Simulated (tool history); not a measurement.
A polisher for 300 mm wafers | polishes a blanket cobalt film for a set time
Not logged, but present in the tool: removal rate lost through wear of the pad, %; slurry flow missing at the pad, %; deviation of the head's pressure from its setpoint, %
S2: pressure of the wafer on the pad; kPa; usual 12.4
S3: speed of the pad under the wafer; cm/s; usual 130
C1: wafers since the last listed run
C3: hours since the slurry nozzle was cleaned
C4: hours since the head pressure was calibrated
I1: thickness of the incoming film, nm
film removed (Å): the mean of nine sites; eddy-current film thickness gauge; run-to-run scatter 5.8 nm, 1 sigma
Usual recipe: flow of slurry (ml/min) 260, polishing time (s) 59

run 1 hour=0 | flow_of_slurry_(ml/min)=260 S2=12.4 S3=130 polishing_time_(s)=59 | C1=0 wafers_polished_on_this_pad=768 C3=349.2 C4=1129.8 | I1=1014 | film_removed_(Å)=4298
run 2 hour=33 | flow_of_slurry_(ml/min)=260 S2=12.4 S3=130 polishing_time_(s)=59 | C1=208 wafers_polished_on_this_pad=977 C3=382.2 C4=1162.8 | I1=984.5 | film_removed_(Å)=4290
-- hour=47.2 slurry nozzle cleaned
run 3 hour=57.2 | flow_of_slurry_(ml/min)=260 S2=12.4 S3=130 polishing_time_(s)=59 | C1=146 wafers_polished_on_this_pad=1124 C3=10 C4=1187 | I1=1009.2 | film_removed_(Å)=4345
-- hour=70.6 worn pad replaced by a new one
run 4 hour=80.1 | flow_of_slurry_(ml/min)=260 S2=12.4 S3=130 polishing_time_(s)=48 | C1=119 wafers_polished_on_this_pad=60 C3=32.9 C4=1209.9 | I1=998.9 | film_removed_(Å)=3477
run 5 hour=97.9 | flow_of_slurry_(ml/min)=210 S2=12.4 S3=130 polishing_time_(s)=47 | C1=112 wafers_polished_on_this_pad=173 C3=50.7 C4=1227.7 | I1=985.2 | film_removed_(Å)=3400
run 6 hour=114.7 | flow_of_slurry_(ml/min)=260 S2=12.4 S3=130 polishing_time_(s)=59 | C1=106 wafers_polished_on_this_pad=279 C3=67.5 C4=1244.5 | I1=1001.2 | film_removed_(Å)=4317
run 7 hour=146.8 | flow_of_slurry_(ml/min)=260 S2=12.4 S3=130 polishing_time_(s)=44 | C1=203 wafers_polished_on_this_pad=482 C3=99.6 C4=1276.6 | I1=982.6 | film_removed_(Å)=3355
run 8 hour=163.6 | flow_of_slurry_(ml/min)=260 S2=12.4 S3=130 polishing_time_(s)=44 | C1=106 wafers_polished_on_this_pad=589 C3=116.4 C4=1293.4 | I1=1022.1 | film_removed_(Å)=3271
run 9 hour=188.2 | flow_of_slurry_(ml/min)=260 S2=12.4 S3=130 polishing_time_(s)=59 | C1=155 wafers_polished_on_this_pad=744 C3=141 C4=1318 | I1=1013.4 | film_removed_(Å)=4314
run 10 hour=202.6 | flow_of_slurry_(ml/min)=260 S2=12.4 S3=130 polishing_time_(s)=59 | C1=91 wafers_polished_on_this_pad=835 C3=155.4 C4=1332.4 | I1=986.7 | film_removed_(Å)=4390
run 11 hour=238.5 | flow_of_slurry_(ml/min)=260 S2=12.4 S3=130 polishing_time_(s)=59 | C1=227 wafers_polished_on_this_pad=1063 C3=191.3 C4=1368.3 | I1=1007.9 | film_removed_(Å)=4348
run 12 hour=260.2 | flow_of_slurry_(ml/min)=260 S2=12.4 S3=130 polishing_time_(s)=59 | C1=137 wafers_polished_on_this_pad=1200 C3=213 C4=1390 | I1=1015.5 | film_removed_(Å)=4382
-- hour=268.2 worn pad replaced by a new one
run 13 hour=279.3 | flow_of_slurry_(ml/min)=185 S2=12.4 S3=130 polishing_time_(s)=74 | C1=95 wafers_polished_on_this_pad=69 C3=232.1 C4=1409.1 | I1=1009.6 | film_removed_(Å)=5109

Run 14 comes next. What will it give?
run 14 hour=293.4 | flow_of_slurry_(ml/min)=260 S2=15.2 S3=86 polishing_time_(s)=65 | C1=89 wafers_polished_on_this_pad=159 C3=246.2 C4=1423.2 | I1=988 | film_removed_(Å)=?

{"run 14": {"film removed (Å)": 3896}}
With the hidden condition absent and the run-to-run variation left alone, this run would have shown film removed (Å) 3440.

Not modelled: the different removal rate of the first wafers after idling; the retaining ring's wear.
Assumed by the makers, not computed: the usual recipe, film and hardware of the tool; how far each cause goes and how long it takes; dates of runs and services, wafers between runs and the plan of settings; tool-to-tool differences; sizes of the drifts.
